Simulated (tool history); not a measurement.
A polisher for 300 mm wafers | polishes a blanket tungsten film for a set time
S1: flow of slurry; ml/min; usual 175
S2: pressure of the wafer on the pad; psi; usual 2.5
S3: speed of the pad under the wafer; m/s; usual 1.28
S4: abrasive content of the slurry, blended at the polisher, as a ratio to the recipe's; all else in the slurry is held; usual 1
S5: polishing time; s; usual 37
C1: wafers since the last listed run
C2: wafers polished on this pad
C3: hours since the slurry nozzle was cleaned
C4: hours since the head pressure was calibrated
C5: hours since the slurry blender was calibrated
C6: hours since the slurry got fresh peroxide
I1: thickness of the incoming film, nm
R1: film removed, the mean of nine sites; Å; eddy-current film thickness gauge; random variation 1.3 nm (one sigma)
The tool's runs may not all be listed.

run 1 hour=0 | S1=175 S2=2.5 S3=1.48 S4=1 S5=44 | C1=0 C2=1118 C3=116.3 C4=574.9 C5=424.1 C6=65.4 | I1=1304.3 | R1=2077
run 2 hour=15.5 | S1=175 S2=2.5 S3=1.28 S4=1.15 S5=37 | C1=156 C2=1274 C3=131.8 C4=590.4 C5=439.6 C6=80.9 | I1=1290.4 | R1=1586
-- hour=21.9 slurry blender recalibrated
run 3 hour=57.6 | S1=175 S2=2.5 S3=1.28 S4=1 S5=37 | C1=403 C2=1678 C3=173.9 C4=632.5 C5=35.7 C6=123 | I1=1300.4 | R1=1482
-- hour=70.1 worn pad replaced by a new one
run 4 hour=77.2 | S1=175 S2=2.5 S3=1.28 S4=1 S5=37 | C1=157 C2=71 C3=193.5 C4=652.1 C5=55.3 C6=142.6 | I1=1297 | R1=1565
run 5 hour=104 | S1=175 S2=2.5 S3=1.28 S4=1 S5=37 | C1=269 C2=341 C3=220.3 C4=678.9 C5=82.1 C6=169.4 | I1=1274.6 | R1=1535
-- hour=116.3 slurry tank refilled with fresh slurry and peroxide
run 6 hour=133.8 | S1=175 S2=2.5 S3=1.28 S4=1 S5=37 | C1=289 C2=631 C3=250.1 C4=708.7 C5=111.9 C6=17.5 | I1=1278 | R1=1541
run 7 hour=167.5 | S1=175 S2=2.5 S3=1.28 S4=1 S5=37 | C1=339 C2=970 C3=283.8 C4=742.4 C5=145.6 C6=51.2 | I1=1280.3 | R1=1508
-- hour=199.1 head pressure recalibrated
run 8 hour=199.6 | S1=175 S2=2.5 S3=1.28 S4=1 S5=37 | C1=303 C2=1273 C3=315.9 C4=0.5 C5=177.7 C6=83.3 | I1=1259.3 | R1=1500
-- hour=214 slurry nozzle cleaned
run 9 hour=215.4 | S1=175 S2=2.5 S3=1.28 S4=1 S5=37 | C1=149 C2=1422 C3=1.4 C4=16.3 C5=193.5 C6=99.1 | I1=1278.2 | R1=1531
-- hour=243.5 worn pad replaced by a new one
run 10 hour=244 | S1=120 S2=2.5 S3=1.42 S4=1.2 S5=37 | C1=247 C2=4 C3=30 C4=44.9 C5=222.1 C6=127.7 | I1=1282.2 | R1=1740
run 11 hour=275.6 | S1=175 S2=2.5 S3=1.28 S4=1 S5=37 | C1=318 C2=322 C3=61.6 C4=76.5 C5=253.7 C6=159.3 | I1=1286.7 | R1=1535
-- hour=287.4 slurry tank refilled with fresh slurry and peroxide
run 12 hour=290.1 | S1=215 S2=2.5 S3=1.28 S4=1 S5=37 | C1=135 C2=458 C3=76.1 C4=91 C5=268.2 C6=2.7 | I1=1269.9 | R1=1568
run 13 hour=321.2 | S1=115 S2=2.5 S3=0.88 S4=0.75 S5=25 | C1=313 C2=771 C3=107.2 C4=122.1 C5=299.3 C6=33.8 | I1=1294.3 | R1=569
run 14 hour=348.8 | S1=125 S2=2.2 S3=0.88 S4=1 S5=43 | C1=277 C2=1049 C3=134.8 C4=149.7 C5=326.9 C6=61.4 | I1=1292.2 | R1=996
run 15 hour=362.5 | S1=175 S2=2.2 S3=0.98 S4=1.15 S5=42 | C1=137 C2=1187 C3=148.5 C4=163.4 C5=340.6 C6=75.1 | I1=1291.9 | R1=1215
run 16 hour=393.3 | S1=230 S2=2.5 S3=1.28 S4=1.3 S5=50 | C1=310 C2=1497 C3=179.3 C4=194.2 C5=371.4 C6=105.9 | I1=1282.1 | R1=2306
run 17 hour=423.7 | S1=175 S2=2.5 S3=0.98 S4=1 S5=37 | C1=306 C2=1803 C3=209.7 C4=224.6 C5=401.8 C6=136.3 | I1=1261.5 | R1=1145
-- hour=432 worn pad replaced by a new one
-- hour=437.3 slurry blender recalibrated
run 18 hour=448.3 | S1=175 S2=1.7 S3=1.28 S4=1 S5=37 | C1=187 C2=144 C3=234.3 C4=249.2 C5=11 C6=160.9 | I1=1301.2 | R1=1056
run 19 hour=480.3 | S1=145 S2=3.2 S3=1.28 S4=1 S5=37 | C1=322 C2=466 C3=266.3 C4=281.2 C5=43 C6=192.9 | I1=1289.1 | R1=1925
-- hour=493.3 slurry tank refilled with fresh slurry and peroxide
run 20 hour=504.2 | S1=230 S2=2.5 S3=1.28 S4=1 S5=37 | C1=230 C2=696 C3=290.2 C4=305.1 C5=66.9 C6=10.9 | I1=1264.9 | R1=1572
run 21 hour=521.6 | S1=175 S2=2.5 S3=1.28 S4=1.2 S5=37 | C1=175 C2=872 C3=307.6 C4=322.5 C5=84.3 C6=28.3 | I1=1284 | R1=1630
run 22 hour=550.9 | S1=175 S2=2.5 S3=1.28 S4=1 S5=30 | C1=294 C2=1167 C3=336.9 C4=351.8 C5=113.6 C6=57.6 | I1=1277.4 | R1=1235
run 23 hour=572.8 | S1=175 S2=2.5 S3=1.48 S4=1 S5=44 | C1=220 C2=1387 C3=358.8 C4=373.7 C5=135.5 C6=79.5 | I1=1286.2 | R1=2071
-- hour=577.1 slurry nozzle cleaned
run 24 hour=602.8 | S1=175 S2=2.5 S3=1.28 S4=1 S5=37 | C1=291 C2=1679 C3=25.7 C4=403.7 C5=165.5 C6=109.5 | I1=1281.3 | R1=1498
run 25 hour=623 | S1=175 S2=2.8 S3=1.7 S4=1 S5=37 | C1=203 C2=1882 C3=45.9 C4=423.9 C5=185.7 C6=129.7 | I1=1263.7 | R1=2237
-- hour=641.1 worn pad replaced by a new one
run 26 hour=650.6 | S1=175 S2=2.5 S3=1.28 S4=1 S5=37 | C1=237 C2=95 C3=73.5 C4=451.5 C5=213.3 C6=157.3 | I1=1294.1 | R1=1579

4 ways to go on from here, each from the tool as it stands after run 26. What would each give?
run A hour=651 | S1=175 S2=3.1 S3=1.28 S4=1 S5=37 | C1=4 C2=99 C3=73.9 C4=451.9 C5=213.7 C6=157.7 | I1=1268.2 | R1=?
run B hour=651 | S1=155 S2=2.9 S3=1.64 S4=0.85 S5=37 | C1=4 C2=99 C3=73.9 C4=451.9 C5=213.7 C6=157.7 | I1=1268.2 | R1=?
run C hour=651 | S1=175 S2=2.5 S3=1.28 S4=1 S5=31 | C1=4 C2=99 C3=73.9 C4=451.9 C5=213.7 C6=157.7 | I1=1268.2 | R1=?
run D hour=651 | S1=175 S2=2.9 S3=0.96 S4=1.2 S5=48 | C1=4 C2=99 C3=73.9 C4=451.9 C5=213.7 C6=157.7 | I1=1268.2 | R1=?

run=A R1=1956
run=B R1=2151
run=C R1=1322
run=D R1=1906
Without the tool's hidden state the same runs would have given:
run=A R1=1981
run=B R1=2178
run=C R1=1338
run=D R1=1930

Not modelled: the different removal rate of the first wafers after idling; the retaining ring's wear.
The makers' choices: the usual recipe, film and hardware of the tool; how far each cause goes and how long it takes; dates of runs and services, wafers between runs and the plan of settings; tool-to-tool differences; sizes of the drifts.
